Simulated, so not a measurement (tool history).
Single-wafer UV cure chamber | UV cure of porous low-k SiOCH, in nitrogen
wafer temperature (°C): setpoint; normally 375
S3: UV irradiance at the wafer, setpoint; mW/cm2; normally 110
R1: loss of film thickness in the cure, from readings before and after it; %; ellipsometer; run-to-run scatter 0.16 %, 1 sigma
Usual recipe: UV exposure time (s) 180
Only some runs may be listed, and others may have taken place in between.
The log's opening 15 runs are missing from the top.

{"run": 16, "hour": 180.1, "wafer temperature (°C)": 375, "UV exposure time (s)": 100, "S3": 129, "R1": 7.725}
{"run": 17, "hour": 188.5, "wafer temperature (°C)": 375, "UV exposure time (s)": 220, "S3": 110, "R1": 10.53}
{"run": 18, "hour": 203.2, "wafer temperature (°C)": 375, "UV exposure time (s)": 250, "S3": 110, "R1": 10.902}
{"run": 19, "hour": 215.0, "wafer temperature (°C)": 362, "UV exposure time (s)": 115, "S3": 110, "R1": 7.534}
{"run": 20, "hour": 233.5, "wafer temperature (°C)": 375, "UV exposure time (s)": 95, "S3": 110, "R1": 6.982}
{"run": 21, "hour": 245.0, "wafer temperature (°C)": 357, "UV exposure time (s)": 140, "S3": 128, "R1": 9.001}
{"hour": 267.7, "done": "UV bulbs replaced"}
{"run": 22, "hour": 270.8, "wafer temperature (°C)": 375, "UV exposure time (s)": 235, "S3": 77, "R1": 9.37}
{"run": 23, "hour": 280.3, "wafer temperature (°C)": 392, "UV exposure time (s)": 125, "S3": 83, "R1": 7.223}
{"hour": 296.1, "done": "quartz window cleaned"}
{"run": 24, "hour": 296.6, "wafer temperature (°C)": 375, "UV exposure time (s)": 180, "S3": 110, "R1": 9.958}
{"run": 25, "hour": 308.9, "wafer temperature (°C)": 375, "UV exposure time (s)": 180, "S3": 110, "R1": 10.174}
{"run": 26, "hour": 319.9, "wafer temperature (°C)": 385, "UV exposure time (s)": 145, "S3": 123, "R1": 9.803}
{"run": 27, "hour": 326.4, "wafer temperature (°C)": 375, "UV exposure time (s)": 180, "S3": 110, "R1": 10.053}
{"run": 28, "hour": 341.2, "wafer temperature (°C)": 375, "UV exposure time (s)": 180, "S3": 146, "R1": 11.423}
{"run": 29, "hour": 351.9, "wafer temperature (°C)": 359, "UV exposure time (s)": 230, "S3": 149, "R1": 12.222}
{"run": 30, "hour": 362.6, "wafer temperature (°C)": 362, "UV exposure time (s)": 180, "S3": 87, "R1": 8.633}
{"run": 31, "hour": 377.1, "wafer temperature (°C)": 366, "UV exposure time (s)": 220, "S3": 74, "R1": 8.886}

Run 32 has not been measured yet. What should we expect?
{"run": 32, "hour": 389.3, "wafer temperature (°C)": 360, "UV exposure time (s)": 180, "S3": 92, "R1": "?"}

R1: 9.139 %
If the tool had no hidden condition, the same run with the same run-to-run variation would have returned R1 9.479 %.
